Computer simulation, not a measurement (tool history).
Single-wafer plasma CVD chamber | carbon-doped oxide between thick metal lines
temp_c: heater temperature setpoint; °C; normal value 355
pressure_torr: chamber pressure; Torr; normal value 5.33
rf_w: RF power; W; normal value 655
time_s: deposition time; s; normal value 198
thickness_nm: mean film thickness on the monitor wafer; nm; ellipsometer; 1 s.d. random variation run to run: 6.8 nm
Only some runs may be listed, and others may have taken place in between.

run,hour,temp_c,pressure_torr,rf_w,time_s,wafers since the last listed run,hours since the last thermocouple change,hours since the last RF generator calibration,hours since the last manometer calibration,hours since the showerhead was replaced,hours since the gauge calibration,"read-back reference wafer on the same gauge, thickness_nm",thickness_nm
1,0,355,5.33,655,198,0,1118,1218.3,1366.3,100.2,457.3,1030.557,1094.936
2,33.4,355,5.33,655,198,268,1151.4,1251.7,1399.7,133.6,490.7,1030.015,1104.394
3,67.7,355,5.33,655,198,276,1185.7,1286,1434,167.9,525,1029.308,1103.338
4,84.9,355,5.33,655,198,138,1202.9,1303.2,1451.2,185.1,542.2,1029.653,1108.103
5,114.7,355,4.53,655,164,239,1232.7,1333,1481,214.9,572,1029.676,897.276
6,150.1,355,5.33,745,198,284,1268.1,1368.4,1516.4,250.3,607.4,1029.927,1197.148
7,176.3,355,5.33,655,198,210,1294.3,1394.6,1542.6,276.5,633.6,1030.006,1104.118
8,189.6,355,5.33,655,198,107,1307.6,1407.9,1555.9,289.8,646.9,1029.628,1111.503
# hour 206.1: gauge calibrated
9,208.6,355,4.97,775,198,152,1326.6,1426.9,1574.9,308.8,2.5,1029.649,1219.229
# hour 224.9: RF generator calibrated
10,244,355,5.33,655,198,220,1362,19.1,1610.3,344.2,37.9,1029.89,1133.404
11,273.4,364,4.01,655,198,236,1391.4,48.5,1639.7,373.6,67.3,1029.635,1076.27
12,302.7,369,5.72,760,231,235,1420.7,77.8,1669,402.9,96.6,1030.566,1423.024
# hour 328.7: capacitance manometer re-zeroed and calibrated
13,329.2,370,6.62,715,198,148,1447.2,104.3,0.5,429.4,123.1,1030.822,1187.836
14,340.6,364,5.76,605,224,91,1458.6,115.7,11.9,440.8,134.5,1028.862,1198.012
15,360.3,355,4.13,770,198,158,1478.3,135.4,31.6,460.5,154.2,1029.222,1197.998
16,386.9,355,4.57,655,198,214,1504.9,162,58.2,487.1,180.8,1030.391,1091.349
17,418.7,347,4.6,655,198,255,1536.7,193.8,90,518.9,212.6,1029.364,1108.405
# hour 455.2: thermocouple changed; heater temperature recalibrated
18,455.7,366,4.84,575,168,233,0.5,230.8,127,555.9,249.6,1029.295,838.179
19,476.3,355,5.33,590,181,165,21.1,251.4,147.6,576.5,270.2,1028.86,958.875
20,493.8,360,5.86,750,186,140,38.6,268.9,165.1,594,287.7,1031.336,1141.359
21,528,355,5.33,655,198,275,72.8,303.1,199.3,628.2,321.9,1030.509,1119.199
22,549.6,355,5.33,655,198,173,94.4,324.7,220.9,649.8,343.5,1029.992,1118.433
23,568.6,355,5.33,655,198,152,113.4,343.7,239.9,668.8,362.5,1029.666,1125.199
24,599.6,360,5.33,705,198,249,144.4,374.7,270.9,699.8,393.5,1030.214,1153.047
25,613.2,355,5.33,655,198,109,158,388.3,284.5,713.4,407.1,1030.537,1107.691
26,642.7,347,5.86,655,198,237,187.5,417.8,314,742.9,436.6,1029.683,1137.541
27,740.8,355,5.33,655,219,789,285.6,515.9,412.1,841,534.7,1029.888,1224.064
28,757.9,345,5.33,595,183,137,302.7,533,429.2,858.1,551.8,1029.063,977.703

Each row is a separate what-if for the run after 28, all from the same tool condition, not one after another. Results?
A,758.4,355,5.33,720,198,4,303.2,533.5,429.7,858.6,552.3,?,?
B,758.4,355,5.84,525,186,4,303.2,533.5,429.7,858.6,552.3,?,?
C,758.4,342,5.85,655,185,4,303.2,533.5,429.7,858.6,552.3,?,?
D,758.4,355,5.72,655,198,4,303.2,533.5,429.7,858.6,552.3,?,?

run,"read-back reference wafer on the same gauge, thickness_nm",thickness_nm
A,1030.283,1178.056
B,1030.283,907.402
C,1030.283,1078.9
D,1030.283,1118.292
The same runs, with their run-to-run variation unchanged, on a tool lacking any hidden condition would have given:
run,thickness_nm
A,1206.885
B,931.219
C,1105.942
D,1146.321
